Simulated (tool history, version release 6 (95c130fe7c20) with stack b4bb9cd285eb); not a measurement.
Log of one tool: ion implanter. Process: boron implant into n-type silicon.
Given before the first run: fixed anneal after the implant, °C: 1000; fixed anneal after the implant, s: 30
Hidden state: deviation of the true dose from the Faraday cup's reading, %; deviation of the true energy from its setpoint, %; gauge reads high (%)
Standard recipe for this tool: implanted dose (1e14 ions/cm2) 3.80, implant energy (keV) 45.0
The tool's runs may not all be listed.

run,hour,implanted dose (1e14 ions/cm2),implant energy (keV),wafers since the last listed run,hours since the last dose calibration,hours since the extraction supply was calibrated,hours since the gauge calibration,"read-back reference wafer on the same gauge, sheet resistance",sheet resistance of the implanted and annealed layer (ohm/square)
1,0.0,3.80,45.0,0,841.3,4201.3,403.1,253.97,232.93
# hour 51.8: Faraday cup replaced and dose calibrated
2,52.3,4.45,38.5,1075,0.5,4253.6,455.4,254.20,210.64
3,95.6,4.45,38.5,1051,43.8,4296.9,498.7,253.86,210.44
4,152.8,3.80,45.0,1389,101.0,4354.1,555.9,254.03,234.44
5,190.1,3.80,35.0,905,138.3,4391.4,593.2,253.79,240.14
6,253.3,3.80,35.0,1534,201.5,4454.6,656.4,253.92,240.33
7,320.9,3.80,35.0,1641,269.1,4522.2,724.0,253.98,239.82
8,370.0,3.03,45.0,1192,318.2,4571.3,773.1,254.16,277.87
9,405.4,3.80,45.0,859,353.6,4606.7,808.5,253.94,233.87
10,429.4,3.52,51.5,582,377.6,4630.7,832.5,253.92,244.51
11,495.5,3.52,51.5,1605,443.7,4696.8,898.6,254.03,244.43
# hour 501.1: gauge calibrated
12,554.2,3.52,51.5,1425,502.4,4755.5,53.1,254.09,243.75
13,587.5,4.26,45.0,808,535.7,4788.8,86.4,253.94,213.02
14,646.2,4.49,45.0,1425,594.4,4847.5,145.1,253.89,203.50
# hour 839.1: extraction supply calibrated
15,855.8,3.80,38.0,4895,804.0,16.7,354.7,253.86,237.03
16,882.2,4.75,45.0,641,830.4,43.1,381.1,254.10,194.69
17,951.7,3.80,45.0,1687,899.9,112.6,450.6,253.79,233.01
18,993.3,3.12,45.0,1010,941.5,154.2,492.2,254.01,271.86
19,1029.0,3.80,45.0,866,977.2,189.9,527.9,254.08,232.66
20,1056.8,4.52,31.0,675,1005.0,217.7,555.7,254.04,210.28
# hour 1065.0: Faraday cup replaced and dose calibrated
21,1091.5,3.44,58.0,648,26.5,252.4,590.4,254.03,246.02
22,1142.0,4.81,29.5,1226,77.0,302.9,640.9,253.92,202.70
23,1204.1,4.78,33.5,1508,139.1,365.0,703.0,254.15,200.58
24,1272.3,3.80,45.0,1656,207.3,433.2,771.2,253.96,233.83
25,1314.2,4.33,50.0,1017,249.2,475.1,813.1,254.09,208.17
# hour 1340.7: gauge calibrated
26,1385.8,2.69,33.5,1738,320.8,546.7,45.1,253.80,315.31

Entry by entry between the runs, the difference in hidden state between the last listed run before and the first listed run after:
Logged between run 1 and run 2: Faraday cup replaced and dose calibrated (hour 51.8)
  deviation of the true dose from the Faraday cup's reading, %: 1 -> -0.0804
  what was measured, less what the result would be without the hidden state, sheet resistance of the implanted and annealed layer (ohm/square): -1.84 -> +0.14
Logged between run 11 and run 12: gauge calibrated (hour 501.1)
  deviation of the true dose from the Faraday cup's reading, %: 0.915 -> 0.973
  what was measured, less what the result would be without the hidden state, sheet resistance of the implanted and annealed layer (ohm/square): -1.73 -> -1.83
Logged between run 14 and run 15: extraction supply calibrated (hour 839.1)
  deviation of the true dose from the Faraday cup's reading, %: 1.05 -> 1.15
  what was measured, less what the result would be without the hidden state, sheet resistance of the implanted and annealed layer (ohm/square): -1.70 -> -2.16
Logged between run 20 and run 21: Faraday cup replaced and dose calibrated (hour 1065.0)
  deviation of the true dose from the Faraday cup's reading, %: 1.21 -> 0.0612
  what was measured, less what the result would be without the hidden state, sheet resistance of the implanted and annealed layer (ohm/square): -2.05 -> -0.11
Logged between run 25 and run 26: gauge calibrated (hour 1340.7)
  deviation of the true dose from the Faraday cup's reading, %: 0.671 -> 0.795
  what was measured, less what the result would be without the hidden state, sheet resistance of the implanted and annealed layer (ohm/square): -1.10 -> -1.93
